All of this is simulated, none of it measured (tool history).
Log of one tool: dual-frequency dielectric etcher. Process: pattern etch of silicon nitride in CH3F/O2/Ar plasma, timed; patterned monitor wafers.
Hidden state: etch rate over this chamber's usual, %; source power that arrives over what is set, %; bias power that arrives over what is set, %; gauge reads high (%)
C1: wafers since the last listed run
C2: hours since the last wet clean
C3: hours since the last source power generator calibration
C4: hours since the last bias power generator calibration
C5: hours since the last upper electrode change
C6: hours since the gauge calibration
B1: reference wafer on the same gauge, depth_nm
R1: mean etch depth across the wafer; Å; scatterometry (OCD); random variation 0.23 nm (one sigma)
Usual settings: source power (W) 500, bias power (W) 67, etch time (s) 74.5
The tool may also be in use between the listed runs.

run 1 day=0.000 | source_power_(W)=500 bias_power_(W)=77 etch_time_(s)=68.0 | C1=0 C2=200.6 C3=3019.7 C4=3035.5 C5=4649.8 C6=152.1 | B1=51.3 | R1=473
run 2 day=0.762 | source_power_(W)=500 bias_power_(W)=77 etch_time_(s)=68.0 | C1=283 C2=218.9 C3=3038.0 C4=3053.8 C5=4668.1 C6=170.4 | B1=51.3 | R1=476
run 3 day=1.967 | source_power_(W)=500 bias_power_(W)=67 etch_time_(s)=74.5 | C1=447 C2=247.8 C3=3066.9 C4=3082.7 C5=4697.0 C6=199.3 | B1=51.4 | R1=498
run 4 day=3.179 | source_power_(W)=500 bias_power_(W)=67 etch_time_(s)=74.5 | C1=450 C2=276.9 C3=3096.0 C4=3111.8 C5=4726.1 C6=228.4 | B1=51.5 | R1=496
run 5 day=4.008 | source_power_(W)=500 bias_power_(W)=67 etch_time_(s)=74.5 | C1=308 C2=296.8 C3=3115.9 C4=3131.7 C5=4746.0 C6=248.3 | B1=51.5 | R1=498
run 6 day=4.662 | source_power_(W)=500 bias_power_(W)=67 etch_time_(s)=74.5 | C1=243 C2=312.5 C3=3131.6 C4=3147.4 C5=4761.7 C6=264.0 | B1=51.6 | R1=492
run 7 day=5.171 | source_power_(W)=500 bias_power_(W)=67 etch_time_(s)=74.5 | C1=188 C2=324.7 C3=3143.8 C4=3159.6 C5=4773.9 C6=276.2 | B1=51.6 | R1=498
run 8 day=6.467 | source_power_(W)=500 bias_power_(W)=71 etch_time_(s)=74.5 | C1=481 C2=355.8 C3=3174.9 C4=3190.7 C5=4805.0 C6=307.3 | B1=51.7 | R1=505
-- day=6.750 bias power generator calibrated
-- day=8.054 upper electrode replaced
run 9 day=8.075 | source_power_(W)=500 bias_power_(W)=71 etch_time_(s)=74.5 | C1=164 C2=394.4 C3=3213.5 C4=31.8 C5=0.5 C6=345.9 | B1=51.7 | R1=508
run 10 day=8.250 | source_power_(W)=500 bias_power_(W)=67 etch_time_(s)=74.5 | C1=65 C2=398.6 C3=3217.7 C4=36.0 C5=4.7 C6=350.1 | B1=51.7 | R1=495
-- day=9.996 wet clean of the chamber
run 11 day=10.017 | source_power_(W)=550 bias_power_(W)=78 etch_time_(s)=84.5 | C1=284 C2=0.5 C3=3260.1 C4=78.4 C5=47.1 C6=392.5 | B1=51.9 | R1=626
run 12 day=10.950 | source_power_(W)=590 bias_power_(W)=79 etch_time_(s)=81.5 | C1=346 C2=22.9 C3=3282.5 C4=100.8 C5=69.5 C6=414.9 | B1=51.9 | R1=628
-- day=11.854 source power generator calibrated
run 13 day=12.179 | source_power_(W)=540 bias_power_(W)=51 etch_time_(s)=74.5 | C1=394 C2=52.4 C3=7.8 C4=130.3 C5=99.0 C6=444.4 | B1=52.0 | R1=473
run 14 day=13.400 | source_power_(W)=500 bias_power_(W)=67 etch_time_(s)=74.5 | C1=453 C2=81.7 C3=37.1 C4=159.6 C5=128.3 C6=473.7 | B1=52.0 | R1=503
-- day=13.425 gauge calibrated
run 15 day=16.858 | source_power_(W)=460 bias_power_(W)=56 etch_time_(s)=55.5 | C1=1285 C2=164.7 C3=120.1 C4=242.6 C5=211.3 C6=82.4 | B1=51.3 | R1=332
run 16 day=17.754 | source_power_(W)=500 bias_power_(W)=67 etch_time_(s)=74.5 | C1=332 C2=186.2 C3=141.6 C4=264.1 C5=232.8 C6=103.9 | B1=51.4 | R1=491
run 17 day=18.479 | source_power_(W)=430 bias_power_(W)=57 etch_time_(s)=61.5 | C1=269 C2=203.6 C3=159.0 C4=281.5 C5=250.2 C6=121.3 | B1=51.4 | R1=363
run 18 day=19.546 | source_power_(W)=540 bias_power_(W)=51 etch_time_(s)=74.5 | C1=396 C2=229.2 C3=184.6 C4=307.1 C5=275.8 C6=146.9 | B1=51.4 | R1=470
run 19 day=21.004 | source_power_(W)=550 bias_power_(W)=57 etch_time_(s)=82.0 | C1=541 C2=264.2 C3=219.6 C4=342.1 C5=310.8 C6=181.9 | B1=51.5 | R1=543
run 20 day=22.196 | source_power_(W)=500 bias_power_(W)=67 etch_time_(s)=74.5 | C1=442 C2=292.8 C3=248.2 C4=370.7 C5=339.4 C6=210.5 | B1=51.5 | R1=495

Forecast each of these 3 alternatives for the next run:
run A day=22.212 | source_power_(W)=500 bias_power_(W)=74 etch_time_(s)=74.5 | C1=6 C2=293.2 C3=248.6 C4=371.1 C5=339.8 C6=210.9 | B1=? | R1=?
run B day=22.212 | source_power_(W)=610 bias_power_(W)=78 etch_time_(s)=54.5 | C1=6 C2=293.2 C3=248.6 C4=371.1 C5=339.8 C6=210.9 | B1=? | R1=?
run C day=22.212 | source_power_(W)=500 bias_power_(W)=67 etch_time_(s)=88.5 | C1=6 C2=293.2 C3=248.6 C4=371.1 C5=339.8 C6=210.9 | B1=? | R1=?

run=A B1=51.5 R1=511
run=B B1=51.5 R1=418
run=C B1=51.5 R1=587
Without the tool's hidden state the same runs would have given:
run=A R1=506
run=B R1=413
run=C R1=581

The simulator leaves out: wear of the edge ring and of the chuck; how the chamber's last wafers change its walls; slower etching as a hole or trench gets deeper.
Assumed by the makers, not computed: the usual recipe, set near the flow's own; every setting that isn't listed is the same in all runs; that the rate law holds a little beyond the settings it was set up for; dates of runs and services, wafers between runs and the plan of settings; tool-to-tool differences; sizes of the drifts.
